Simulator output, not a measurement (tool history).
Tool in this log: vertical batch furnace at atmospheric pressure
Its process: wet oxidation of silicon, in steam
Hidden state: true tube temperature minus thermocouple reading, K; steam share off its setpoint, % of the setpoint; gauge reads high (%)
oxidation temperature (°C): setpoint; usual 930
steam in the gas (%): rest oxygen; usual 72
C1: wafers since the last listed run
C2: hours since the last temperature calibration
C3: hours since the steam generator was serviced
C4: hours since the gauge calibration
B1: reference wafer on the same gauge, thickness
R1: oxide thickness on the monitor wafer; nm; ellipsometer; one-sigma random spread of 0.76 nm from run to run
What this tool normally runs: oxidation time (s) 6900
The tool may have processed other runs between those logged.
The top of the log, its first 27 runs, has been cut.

{"run": 28, "day": 16.133, "oxidation temperature (°C)": 945, "oxidation time (s)": 6900, "steam in the gas (%)": 72, "C1": 66, "C2": 5.2, "C3": 100.6, "C4": 73.7, "B1": 352.9, "R1": 423.19}
{"run": 29, "day": 16.329, "oxidation temperature (°C)": 907, "oxidation time (s)": 6900, "steam in the gas (%)": 83, "C1": 66, "C2": 9.9, "C3": 105.3, "C4": 78.4, "B1": 353, "R1": 349.07}
{"run": 30, "day": 16.817, "oxidation temperature (°C)": 930, "oxidation time (s)": 5400, "steam in the gas (%)": 69, "C1": 165, "C2": 21.6, "C3": 117, "C4": 90.1, "B1": 352.84, "R1": 310.74}
{"run": 31, "day": 17.517, "oxidation temperature (°C)": 914, "oxidation time (s)": 3780, "steam in the gas (%)": 72, "C1": 238, "C2": 38.4, "C3": 133.8, "C4": 106.9, "B1": 353.36, "R1": 214.62}
{"run": 32, "day": 18.079, "oxidation temperature (°C)": 930, "oxidation time (s)": 4350, "steam in the gas (%)": 72, "C1": 191, "C2": 51.9, "C3": 147.3, "C4": 120.4, "B1": 353.09, "R1": 273.92}
{"run": 33, "day": 18.821, "oxidation temperature (°C)": 915, "oxidation time (s)": 4350, "steam in the gas (%)": 67, "C1": 252, "C2": 69.7, "C3": 165.1, "C4": 138.2, "B1": 352.58, "R1": 227.38}
{"run": 34, "day": 19.358, "oxidation temperature (°C)": 930, "oxidation time (s)": 4410, "steam in the gas (%)": 84, "C1": 182, "C2": 82.6, "C3": 178, "C4": 151.1, "B1": 352.67, "R1": 308.24}
{"run": 35, "day": 19.896, "oxidation temperature (°C)": 914, "oxidation time (s)": 3780, "steam in the gas (%)": 72, "C1": 182, "C2": 95.5, "C3": 190.9, "C4": 164, "B1": 353.15, "R1": 212.65}
{"run": 36, "day": 20.229, "oxidation temperature (°C)": 919, "oxidation time (s)": 6900, "steam in the gas (%)": 68, "C1": 113, "C2": 103.5, "C3": 198.9, "C4": 172, "B1": 352.75, "R1": 333.88}
{"run": 37, "day": 20.629, "oxidation temperature (°C)": 930, "oxidation time (s)": 6900, "steam in the gas (%)": 72, "C1": 136, "C2": 113.1, "C3": 208.5, "C4": 181.6, "B1": 352.89, "R1": 377.71}
{"run": 38, "day": 21.15, "oxidation temperature (°C)": 930, "oxidation time (s)": 6900, "steam in the gas (%)": 72, "C1": 177, "C2": 125.6, "C3": 221, "C4": 194.1, "B1": 352.92, "R1": 377.6}

Below are 4 alternative next runs, each starting from the tool's condition after run 38. Predict each:
{"run": "A", "day": 21.35, "oxidation temperature (°C)": 930, "oxidation time (s)": 6900, "steam in the gas (%)": 72, "C1": 68, "C2": 130.4, "C3": 225.8, "C4": 198.9, "B1": "?", "R1": "?"}
{"run": "B", "day": 21.35, "oxidation temperature (°C)": 930, "oxidation time (s)": 8700, "steam in the gas (%)": 75, "C1": 68, "C2": 130.4, "C3": 225.8, "C4": 198.9, "B1": "?", "R1": "?"}
{"run": "C", "day": 21.35, "oxidation temperature (°C)": 913, "oxidation time (s)": 4770, "steam in the gas (%)": 68, "C1": 68, "C2": 130.4, "C3": 225.8, "C4": 198.9, "B1": "?", "R1": "?"}
{"run": "D", "day": 21.35, "oxidation temperature (°C)": 930, "oxidation time (s)": 5400, "steam in the gas (%)": 63, "C1": 68, "C2": 130.4, "C3": 225.8, "C4": 198.9, "B1": "?", "R1": "?"}

run=A B1=352.57 R1=377.45
run=B B1=352.57 R1=454.72
run=C B1=352.57 R1=240.82
run=D B1=352.57 R1=288.87
The same runs, with their run-to-run variation unchanged, on a tool lacking any hidden condition would have given:
run=A R1=382.27
run=B R1=460.36
run=C R1=244.15
run=D R1=292.7
